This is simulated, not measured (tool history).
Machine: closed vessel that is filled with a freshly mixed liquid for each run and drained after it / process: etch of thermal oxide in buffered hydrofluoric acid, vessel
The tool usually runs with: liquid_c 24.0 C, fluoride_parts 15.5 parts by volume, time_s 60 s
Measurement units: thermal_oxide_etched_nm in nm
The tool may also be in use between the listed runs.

run   hour  liquid_c  fluoride_parts  time_s  wafers since the last listed run  hours since the thermometer was replaced  hours since the hydrofluoric acid flow meter was replaced  hours since the gauge calibration  read-back film thickness of the thermal oxide reference wafer, read on the same gauge (nm)  thermal_oxide_etched_nm
  1    0.0      26.0            15.5      60                                 0                                     830.6                                                     1422.8                              193.7                                                                                      109.99                    48.24
  2   33.7      24.0            15.5      60                              2722                                     864.3                                                     1456.5                              227.4                                                                                      110.02                    43.54
  3   85.3      24.0            15.5      60                              4168                                     915.9                                                     1508.1                              279.0                                                                                      110.03                    43.75
  4  105.5      24.0            15.5      60                              1631                                     936.1                                                     1528.3                              299.2                                                                                      110.01                    43.76
  5  136.4      24.0            15.5      60                              2496                                     967.0                                                     1559.2                              330.1                                                                                      110.00                    42.89
  6  159.9      24.0            15.5      60                              1898                                     990.5                                                     1582.7                              353.6                                                                                      109.97                    43.15
  7  181.2      24.0            15.5      45                              1720                                    1011.8                                                     1604.0                              374.9                                                                                      110.03                    33.07
  8  206.7      24.0            18.0      60                              2059                                    1037.3                                                     1629.5                              400.4                                                                                      109.96                    37.72
  9  219.8      24.0            19.0      60                              1058                                    1050.4                                                     1642.6                              413.5                                                                                      110.02                    35.40
 10  235.9      24.0            15.5      60                              1300                                    1066.5                                                     1658.7                              429.6                                                                                      109.99                    43.30
     245.6  -- gauge calibrated
 11  255.9      24.0            15.5      60                              1615                                    1086.5                                                     1678.7                               10.3                                                                                      110.00                    43.28
 12  283.9      20.5            15.5      60                              2261                                    1114.5                                                     1706.7                               38.3                                                                                      110.01                    35.49
 13  303.9      20.5            15.5      60                              1615                                    1134.5                                                     1726.7                               58.3                                                                                      109.98                    35.91
 14  316.2      20.5            15.5      60                               993                                    1146.8                                                     1739.0                               70.6                                                                                      109.99                    35.40
     331.4  -- thermometer replaced
 15  337.5      24.0            15.5      35                              1639                                       6.1                                                     1760.3                               91.9                                                                                      110.02                    25.44
 16  350.3      24.0            15.5      60                              1033                                      18.9                                                     1773.1                              104.7                                                                                      110.00                    43.55
 17  375.7      24.0            15.5      60                              2051                                      44.3                                                     1798.5                              130.1                                                                                      110.01                    43.13
 18  394.0      24.0            15.5      75                              1478                                      62.6                                                     1816.8                              148.4                                                                                      110.00                    53.95
     419.3  -- hydrofluoric acid flow meter replaced
 19  423.9      27.5            15.5      60                              2334                                      92.5                                                        4.6                              178.3                                                                                      110.02                    52.52
 20  447.0      24.0            15.5      60                              1866                                     115.6                                                       27.7                              201.4                                                                                      109.99                    43.12
 21  459.1      24.0            15.5      60                               977                                     127.7                                                       39.8                              213.5                                                                                      110.03                    43.91
 22  477.0      24.0            18.5      35                              1445                                     145.6                                                       57.7                              231.4                                                                                      110.01                    21.29
 23  512.6      24.0            15.5      40                              2875                                     181.2                                                       93.3                              267.0                                                                                      110.01                    28.99
 24  529.5      24.0            15.5      60                              1365                                     198.1                                                      110.2                              283.9                                                                                      109.98                    43.54
 25  551.3      22.0            13.0      95                              1761                                     219.9                                                      132.0                              305.7                                                                                      110.00                    73.13
 26  568.9      24.0            15.5      60                              1421                                     237.5                                                      149.6                              323.3                                                                                      110.00                    42.32
 27  598.8      28.5            15.5      40                              2415                                     267.4                                                      179.5                              353.2                                                                                      110.01                    36.95

Expected results for the next run?
 28  611.5      19.5            18.0      35                              1025                                     280.1                                                      192.2                              365.9                                                                                           ?                        ?

Run 28 came out at read-back film thickness of the thermal oxide reference wafer, read on the same gauge (nm) 110.03, thermal_oxide_etched_nm 17.11 nm.
Take away the tool's hidden state, keep the run-to-run variation as it was, and the same run would have given thermal_oxide_etched_nm 17.11 nm.
